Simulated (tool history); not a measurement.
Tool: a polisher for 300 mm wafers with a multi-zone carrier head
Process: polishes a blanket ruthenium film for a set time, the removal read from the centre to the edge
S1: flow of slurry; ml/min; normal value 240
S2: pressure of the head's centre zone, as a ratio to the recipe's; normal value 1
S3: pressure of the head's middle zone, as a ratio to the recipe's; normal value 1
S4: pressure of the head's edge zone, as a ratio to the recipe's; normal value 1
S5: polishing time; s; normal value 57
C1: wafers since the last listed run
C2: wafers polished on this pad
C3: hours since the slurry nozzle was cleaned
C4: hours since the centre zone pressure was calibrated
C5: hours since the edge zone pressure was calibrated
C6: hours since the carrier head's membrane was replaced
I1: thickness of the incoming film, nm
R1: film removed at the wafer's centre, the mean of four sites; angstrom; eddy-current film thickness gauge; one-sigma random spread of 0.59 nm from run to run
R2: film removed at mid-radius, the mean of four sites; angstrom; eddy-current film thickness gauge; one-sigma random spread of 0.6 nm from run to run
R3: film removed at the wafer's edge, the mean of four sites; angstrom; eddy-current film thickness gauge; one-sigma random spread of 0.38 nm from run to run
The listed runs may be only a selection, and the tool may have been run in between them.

{"run": 1, "hour": 0.0, "S1": 240, "S2": 1, "S3": 1, "S4": 1, "S5": 57, "C1": 0, "C2": 855, "C3": 210.3, "C4": 110.8, "C5": 710, "C6": 2108.8, "I1": 520.8, "R1": 514, "R2": 540, "R3": 514}
{"run": 2, "hour": 22.1, "S1": 240, "S2": 1, "S3": 1, "S4": 1, "S5": 57, "C1": 154, "C2": 1010, "C3": 232.4, "C4": 132.9, "C5": 732.1, "C6": 2130.9, "I1": 513.8, "R1": 508, "R2": 519, "R3": 500}
{"run": 3, "hour": 37.4, "S1": 240, "S2": 0.92, "S3": 0.92, "S4": 1, "S5": 57, "C1": 107, "C2": 1117, "C3": 247.7, "C4": 148.2, "C5": 747.4, "C6": 2146.2, "I1": 510.9, "R1": 458, "R2": 481, "R3": 496}
{"hour": 44.0, "done": "carrier head's membrane replaced by a new one"}
{"run": 4, "hour": 56.6, "S1": 155, "S2": 1, "S3": 1, "S4": 1, "S5": 51, "C1": 99, "C2": 1217, "C3": 266.9, "C4": 167.4, "C5": 766.6, "C6": 12.6, "I1": 515.4, "R1": 392, "R2": 414, "R3": 414}
{"hour": 88.8, "done": "worn pad replaced by a new one"}
{"run": 5, "hour": 89.3, "S1": 240, "S2": 0.91, "S3": 0.96, "S4": 1, "S5": 38, "C1": 201, "C2": 3, "C3": 299.6, "C4": 200.1, "C5": 799.3, "C6": 45.3, "I1": 516.2, "R1": 325, "R2": 350, "R3": 358}
{"hour": 104.0, "done": "edge zone pressure recalibrated"}
{"run": 6, "hour": 104.5, "S1": 240, "S2": 1, "S3": 1, "S4": 1, "S5": 57, "C1": 92, "C2": 96, "C3": 314.8, "C4": 215.3, "C5": 0.5, "C6": 60.5, "I1": 521.2, "R1": 530, "R2": 553, "R3": 536}
{"run": 7, "hour": 127.8, "S1": 240, "S2": 1, "S3": 1.12, "S4": 1.11, "S5": 57, "C1": 163, "C2": 259, "C3": 338.1, "C4": 238.6, "C5": 23.8, "C6": 83.8, "I1": 520.2, "R1": 533, "R2": 606, "R3": 556}
{"run": 8, "hour": 158.2, "S1": 240, "S2": 1, "S3": 1, "S4": 1, "S5": 57, "C1": 212, "C2": 472, "C3": 368.5, "C4": 269, "C5": 54.2, "C6": 114.2, "I1": 527.9, "R1": 541, "R2": 536, "R3": 522}
{"run": 9, "hour": 172.6, "S1": 240, "S2": 1, "S3": 1, "S4": 1, "S5": 57, "C1": 100, "C2": 573, "C3": 382.9, "C4": 283.4, "C5": 68.6, "C6": 128.6, "I1": 512.4, "R1": 513, "R2": 544, "R3": 519}
{"run": 10, "hour": 187.0, "S1": 200, "S2": 1, "S3": 1, "S4": 1.03, "S5": 57, "C1": 100, "C2": 673, "C3": 397.3, "C4": 297.8, "C5": 83, "C6": 143, "I1": 514.3, "R1": 509, "R2": 521, "R3": 519}
{"run": 11, "hour": 215.8, "S1": 240, "S2": 1, "S3": 1, "S4": 1, "S5": 65, "C1": 201, "C2": 875, "C3": 426.1, "C4": 326.6, "C5": 111.8, "C6": 171.8, "I1": 525.4, "R1": 574, "R2": 595, "R3": 585}
{"run": 12, "hour": 240.1, "S1": 240, "S2": 1, "S3": 0.9, "S4": 1, "S5": 70, "C1": 170, "C2": 1045, "C3": 450.4, "C4": 350.9, "C5": 136.1, "C6": 196.1, "I1": 527.8, "R1": 607, "R2": 569, "R3": 604}
{"hour": 270.3, "done": "worn pad replaced by a new one"}
{"run": 13, "hour": 270.8, "S1": 240, "S2": 1, "S3": 1, "S4": 1, "S5": 57, "C1": 187, "C2": 3, "C3": 481.1, "C4": 381.6, "C5": 166.8, "C6": 226.8, "I1": 511.7, "R1": 533, "R2": 563, "R3": 543}
{"hour": 317.1, "done": "slurry nozzle cleaned"}
{"run": 14, "hour": 348.0, "S1": 240, "S2": 1, "S3": 1, "S4": 1, "S5": 57, "C1": 533, "C2": 537, "C3": 30.9, "C4": 458.8, "C5": 244, "C6": 304, "I1": 516.4, "R1": 535, "R2": 549, "R3": 528}
{"run": 15, "hour": 360.6, "S1": 265, "S2": 1, "S3": 1, "S4": 0.94, "S5": 63, "C1": 88, "C2": 625, "C3": 43.5, "C4": 471.4, "C5": 256.6, "C6": 316.6, "I1": 514, "R1": 595, "R2": 607, "R3": 572}
{"run": 16, "hour": 377.6, "S1": 160, "S2": 1, "S3": 0.93, "S4": 1, "S5": 47, "C1": 119, "C2": 744, "C3": 60.5, "C4": 488.4, "C5": 273.6, "C6": 333.6, "I1": 514.7, "R1": 399, "R2": 388, "R3": 411}
{"run": 17, "hour": 399.2, "S1": 170, "S2": 1, "S3": 1, "S4": 1.03, "S5": 68, "C1": 151, "C2": 895, "C3": 82.1, "C4": 510, "C5": 295.2, "C6": 355.2, "I1": 515.4, "R1": 570, "R2": 586, "R3": 594}
{"run": 18, "hour": 426.4, "S1": 240, "S2": 1, "S3": 1, "S4": 1, "S5": 57, "C1": 190, "C2": 1086, "C3": 109.3, "C4": 537.2, "C5": 322.4, "C6": 382.4, "I1": 510.8, "R1": 497, "R2": 524, "R3": 502}
{"run": 19, "hour": 458.7, "S1": 240, "S2": 1.11, "S3": 0.96, "S4": 1.03, "S5": 57, "C1": 226, "C2": 1312, "C3": 141.6, "C4": 569.5, "C5": 354.7, "C6": 414.7, "I1": 521.8, "R1": 548, "R2": 474, "R3": 482}
{"hour": 466.3, "done": "worn pad replaced by a new one"}
{"run": 20, "hour": 479.5, "S1": 240, "S2": 0.94, "S3": 0.94, "S4": 0.93, "S5": 37, "C1": 117, "C2": 92, "C3": 162.4, "C4": 590.3, "C5": 375.5, "C6": 435.5, "I1": 509.6, "R1": 329, "R2": 342, "R3": 341}
{"run": 21, "hour": 494.6, "S1": 240, "S2": 1, "S3": 1, "S4": 1, "S5": 57, "C1": 105, "C2": 198, "C3": 177.5, "C4": 605.4, "C5": 390.6, "C6": 450.6, "I1": 514.1, "R1": 547, "R2": 552, "R3": 543}
{"run": 22, "hour": 520.8, "S1": 240, "S2": 1, "S3": 1, "S4": 1, "S5": 57, "C1": 183, "C2": 381, "C3": 203.7, "C4": 631.6, "C5": 416.8, "C6": 476.8, "I1": 518, "R1": 538, "R2": 551, "R3": 539}
{"run": 23, "hour": 540.1, "S1": 280, "S2": 1, "S3": 1, "S4": 1, "S5": 50, "C1": 135, "C2": 516, "C3": 223, "C4": 650.9, "C5": 436.1, "C6": 496.1, "I1": 520.2, "R1": 475, "R2": 489, "R3": 479}

3 ways to go on from here, each from the tool as it stands after run 23. What would each give?
{"run": "A", "hour": 540.5, "S1": 240, "S2": 1, "S3": 1, "S4": 1, "S5": 57, "C1": 2, "C2": 519, "C3": 223.4, "C4": 651.3, "C5": 436.5, "C6": 496.5, "I1": 518.3, "R1": "?", "R2": "?", "R3": "?"}
{"run": "B", "hour": 540.5, "S1": 195, "S2": 1, "S3": 1, "S4": 1, "S5": 57, "C1": 2, "C2": 519, "C3": 223.4, "C4": 651.3, "C5": 436.5, "C6": 496.5, "I1": 518.3, "R1": "?", "R2": "?", "R3": "?"}
{"run": "C", "hour": 540.5, "S1": 240, "S2": 1.05, "S3": 0.88, "S4": 0.91, "S5": 57, "C1": 2, "C2": 519, "C3": 223.4, "C4": 651.3, "C5": 436.5, "C6": 496.5, "I1": 518.3, "R1": "?", "R2": "?", "R3": "?"}

run=A R1=528 R2=551 R3=534
run=B R1=509 R2=534 R3=521
run=C R1=554 R2=495 R3=515
Take away the tool's hidden state, keep each run's random variation, and the runs would have read:
run=A R1=539 R2=563 R3=546
run=B R1=521 R2=546 R3=533
run=C R1=566 R2=506 R3=527
